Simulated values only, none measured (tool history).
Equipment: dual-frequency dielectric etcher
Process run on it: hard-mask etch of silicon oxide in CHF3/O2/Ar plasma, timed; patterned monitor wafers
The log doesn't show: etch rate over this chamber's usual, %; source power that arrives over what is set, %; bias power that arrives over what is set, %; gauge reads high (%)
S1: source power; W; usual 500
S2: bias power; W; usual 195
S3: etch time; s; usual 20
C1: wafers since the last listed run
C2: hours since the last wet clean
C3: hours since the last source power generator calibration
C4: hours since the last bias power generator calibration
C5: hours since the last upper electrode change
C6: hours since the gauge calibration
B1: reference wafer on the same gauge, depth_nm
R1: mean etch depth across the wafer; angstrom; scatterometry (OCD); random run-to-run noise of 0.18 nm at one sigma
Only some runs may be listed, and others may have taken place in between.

run 1 hour=0 | S1=500 S2=195 S3=20 | C1=0 C2=163.3 C3=4448 C4=3195.2 C5=3427.7 C6=145.9 | B1=33.55 | R1=383.2
run 2 hour=16.8 | S1=500 S2=195 S3=20 | C1=268 C2=180.1 C3=4464.8 C4=3212 C5=3444.5 C6=162.7 | B1=33.68 | R1=382.1
run 3 hour=31.6 | S1=500 S2=229 S3=20 | C1=236 C2=194.9 C3=4479.6 C4=3226.8 C5=3459.3 C6=177.5 | B1=33.61 | R1=413
run 4 hour=40 | S1=500 S2=229 S3=20 | C1=134 C2=203.3 C3=4488 C4=3235.2 C5=3467.7 C6=185.9 | B1=33.61 | R1=411.8
run 5 hour=47.3 | S1=500 S2=195 S3=20 | C1=116 C2=210.6 C3=4495.3 C4=3242.5 C5=3475 C6=193.2 | B1=33.57 | R1=379.8
run 6 hour=57.3 | S1=500 S2=195 S3=20 | C1=159 C2=220.6 C3=4505.3 C4=3252.5 C5=3485 C6=203.2 | B1=33.64 | R1=378.1
-- hour=70.1 gauge calibrated
-- hour=72.6 bias power generator calibrated
run 7 hour=73.1 | S1=500 S2=195 S3=20 | C1=188 C2=236.4 C3=4521.1 C4=0.5 C5=3500.8 C6=3 | B1=33.71 | R1=377.5
run 8 hour=88.1 | S1=500 S2=222 S3=20 | C1=239 C2=251.4 C3=4536.1 C4=15.5 C5=3515.8 C6=18 | B1=33.64 | R1=403.9
-- hour=121.9 upper electrode replaced
run 9 hour=122.4 | S1=500 S2=195 S3=20 | C1=164 C2=285.7 C3=4570.4 C4=49.8 C5=0.5 C6=52.3 | B1=33.64 | R1=377.4
run 10 hour=122.7 | S1=500 S2=195 S3=20 | C1=4 C2=286 C3=4570.7 C4=50.1 C5=0.8 C6=52.6 | B1=33.53 | R1=380.5
run 11 hour=133.8 | S1=500 S2=195 S3=20 | C1=177 C2=297.1 C3=4581.8 C4=61.2 C5=11.9 C6=63.7 | B1=33.61 | R1=376
run 12 hour=149 | S1=460 S2=195 S3=20 | C1=242 C2=312.3 C3=4597 C4=76.4 C5=27.1 C6=78.9 | B1=33.66 | R1=366.8
-- hour=160.2 source power generator calibrated
run 13 hour=165.6 | S1=500 S2=195 S3=20 | C1=201 C2=328.9 C3=5.4 C4=93 C5=43.7 C6=95.5 | B1=33.65 | R1=378.9
run 14 hour=173.1 | S1=610 S2=195 S3=17 | C1=119 C2=336.4 C3=12.9 C4=100.5 C5=51.2 C6=103 | B1=33.61 | R1=344.6
-- hour=201.3 wet clean of the chamber
run 15 hour=201.8 | S1=390 S2=174 S3=14.5 | C1=74 C2=0.5 C3=41.6 C4=129.2 C5=79.9 C6=131.7 | B1=33.58 | R1=260.1
run 16 hour=202.1 | S1=550 S2=195 S3=16.5 | C1=4 C2=0.8 C3=41.9 C4=129.5 C5=80.2 C6=132 | B1=33.59 | R1=357
run 17 hour=211.5 | S1=400 S2=195 S3=17 | C1=149 C2=10.2 C3=51.3 C4=138.9 C5=89.6 C6=141.4 | B1=33.55 | R1=329.5
run 18 hour=229.1 | S1=550 S2=195 S3=16.5 | C1=280 C2=27.8 C3=68.9 C4=156.5 C5=107.2 C6=159 | B1=33.58 | R1=356.2
run 19 hour=240.2 | S1=430 S2=233 S3=22 | C1=177 C2=38.9 C3=80 C4=167.6 C5=118.3 C6=170.1 | B1=33.66 | R1=467.1
run 20 hour=250.3 | S1=610 S2=195 S3=17 | C1=161 C2=49 C3=90.1 C4=177.7 C5=128.4 C6=180.2 | B1=33.65 | R1=377.5
run 21 hour=264.8 | S1=410 S2=220 S3=22.5 | C1=231 C2=63.5 C3=104.6 C4=192.2 C5=142.9 C6=194.7 | B1=33.61 | R1=459.4
-- hour=290.2 wet clean of the chamber, repeated, since the last time left the tool worse
run 22 hour=290.7 | S1=500 S2=195 S3=20 | C1=30 C2=0.5 C3=130.5 C4=218.1 C5=168.8 C6=220.6 | B1=33.63 | R1=391.7
run 23 hour=291 | S1=410 S2=213 S3=17 | C1=4 C2=0.8 C3=130.8 C4=218.4 C5=169.1 C6=220.9 | B1=33.59 | R1=324.1
run 24 hour=294.3 | S1=590 S2=233 S3=24 | C1=52 C2=4.1 C3=134.1 C4=221.7 C5=172.4 C6=224.2 | B1=33.64 | R1=539
run 25 hour=312.1 | S1=500 S2=195 S3=23.5 | C1=283 C2=21.9 C3=151.9 C4=239.5 C5=190.2 C6=242 | B1=33.6 | R1=455.5
run 26 hour=320.5 | S1=460 S2=146 S3=25 | C1=134 C2=30.3 C3=160.3 C4=247.9 C5=198.6 C6=250.4 | B1=33.61 | R1=409.3
-- hour=327.1 gauge calibrated
run 27 hour=331 | S1=500 S2=195 S3=20 | C1=167 C2=40.8 C3=170.8 C4=258.4 C5=209.1 C6=3.9 | B1=33.57 | R1=388.5
run 28 hour=340.9 | S1=580 S2=195 S3=20 | C1=157 C2=50.7 C3=180.7 C4=268.3 C5=219 C6=13.8 | B1=33.52 | R1=405
run 29 hour=351.4 | S1=500 S2=217 S3=23 | C1=167 C2=61.2 C3=191.2 C4=278.8 C5=229.5 C6=24.3 | B1=33.66 | R1=472.7

Here are 5 independent what-if runs from the current tool condition. What would each one return?
run A hour=351.8 | S1=500 S2=195 S3=17 | C1=6 C2=61.6 C3=191.6 C4=279.2 C5=229.9 C6=24.7 | B1=? | R1=?
run B hour=351.8 | S1=500 S2=227 S3=20 | C1=6 C2=61.6 C3=191.6 C4=279.2 C5=229.9 C6=24.7 | B1=? | R1=?
run C hour=351.8 | S1=500 S2=195 S3=16 | C1=6 C2=61.6 C3=191.6 C4=279.2 C5=229.9 C6=24.7 | B1=? | R1=?
run D hour=351.8 | S1=410 S2=213 S3=16.5 | C1=6 C2=61.6 C3=191.6 C4=279.2 C5=229.9 C6=24.7 | B1=? | R1=?
run E hour=351.8 | S1=550 S2=151 S3=15.5 | C1=6 C2=61.6 C3=191.6 C4=279.2 C5=229.9 C6=24.7 | B1=? | R1=?

run=A B1=33.69 R1=332.7
run=B B1=33.69 R1=419.6
run=C B1=33.69 R1=313.1
run=D B1=33.69 R1=313.2
run=E B1=33.69 R1=278.9
The same runs, with their run-to-run variation unchanged, on a tool lacking any hidden condition would have given:
run=A R1=334.2
run=B R1=421.5
run=C R1=314.5
run=D R1=314.6
run=E R1=280.1
